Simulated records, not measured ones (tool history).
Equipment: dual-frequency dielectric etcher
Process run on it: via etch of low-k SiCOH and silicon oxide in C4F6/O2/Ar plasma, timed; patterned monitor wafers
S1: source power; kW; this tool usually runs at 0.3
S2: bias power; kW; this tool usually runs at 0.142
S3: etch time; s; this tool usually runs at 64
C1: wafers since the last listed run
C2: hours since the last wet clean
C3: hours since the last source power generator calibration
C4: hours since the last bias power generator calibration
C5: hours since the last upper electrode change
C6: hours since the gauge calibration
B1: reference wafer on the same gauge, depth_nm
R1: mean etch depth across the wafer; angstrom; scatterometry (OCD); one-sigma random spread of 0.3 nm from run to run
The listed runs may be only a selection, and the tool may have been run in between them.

run    hour    S1     S2    S3    C1     C2      C3      C4      C5      C6     B1    R1
  1       0   0.3  0.142    64     0  111.8  2815.4  2197.3    4844   688.1    110  1259
  2    67.1   0.3  0.142    64   966  178.9  2882.5  2264.4  4911.1   755.2    110  1257
  3   117.6   0.3  0.142  72.5   727  229.4    2933  2314.9  4961.6   805.7    110  1429
  4   188.7   0.3  0.142  72.5  1024  300.5  3004.1    2386  5032.7   876.8    110  1427
  5   239.3   0.3  0.142  72.5   729  351.1  3054.7  2436.6  5083.3   927.4    110  1424
  6   300.3   0.3  0.142    64   879  412.1  3115.7  2497.6  5144.3   988.4  110.1  1259
  7   345.6   0.3  0.142    64   652  457.4    3161  2542.9  5189.6  1033.7    110  1261
      373.8  -- source power generator calibrated
      414.3  -- bias power generator calibrated
  8   414.8   0.3  0.142    64   881  526.6      41     0.5  5258.8  1102.9    110  1241
      443.8  -- wet clean of the chamber
  9   466.4   0.3  0.142    64   397   22.6    92.6    52.1  5310.4  1154.5    110  1245
 10   520.2   0.3  0.142    64   775   76.4   146.4   105.9  5364.2  1208.3    110  1242
 11   588.5   0.3  0.142    64   984  144.7   214.7   174.2  5432.5  1276.6  110.1  1243
      601.6  -- gauge calibrated
 12   764.5   0.3  0.142    64  2536  320.7   390.7   350.2  5608.5   162.9    110  1249
      793.1  -- upper electrode replaced
 13   804.1  0.37   0.13  76.5   224  360.3   430.3   389.8      11   202.5    110  1626
 14   852.5   0.3  0.151    64   697  408.7   478.7   438.2    59.4   250.9    110  1279
      917.7  -- wet clean of the chamber
 15  1036.2   0.3   0.11    49  2301  118.5   662.4   621.9   243.1   434.6    110   869
 16  1090.7   0.3  0.161    76   785    173   716.9   676.4   297.6   489.1  110.1  1559
 17  1125.7  0.23  0.142    64   504    208   751.9   711.4   332.6   524.1    110  1054
 18  1162.2  0.28  0.142  70.5   525  244.5   788.4   747.9   369.1   560.6    110  1315
 19  1200.6   0.3  0.142    64   553  282.9   826.8   786.3   407.5     599    110  1251
 20  1242.3  0.32   0.16    64   600  324.6   868.5     828   449.2   640.7    110  1365

5 ways to go on from here, each from the tool as it stands after run 20. What would each give?
  A  1242.7  0.26  0.142    64   5  325  868.9  828.4  449.6  641.1   ?   ?
  B  1242.7  0.25  0.122    64   5  325  868.9  828.4  449.6  641.1   ?   ?
  C  1242.7  0.28  0.158    64   5  325  868.9  828.4  449.6  641.1   ?   ?
  D  1242.7  0.33  0.127    77   5  325  868.9  828.4  449.6  641.1   ?   ?
  E  1242.7  0.33   0.16  48.5   5  325  868.9  828.4  449.6  641.1   ?   ?

run   B1    R1
  A  110  1142
  B  110  1051
  C  110  1247
  D  110  1527
  E  110  1047
With no hidden state in the tool, these same runs would have given:
run    R1
  A  1138
  B  1047
  C  1241
  D  1521
  E  1042
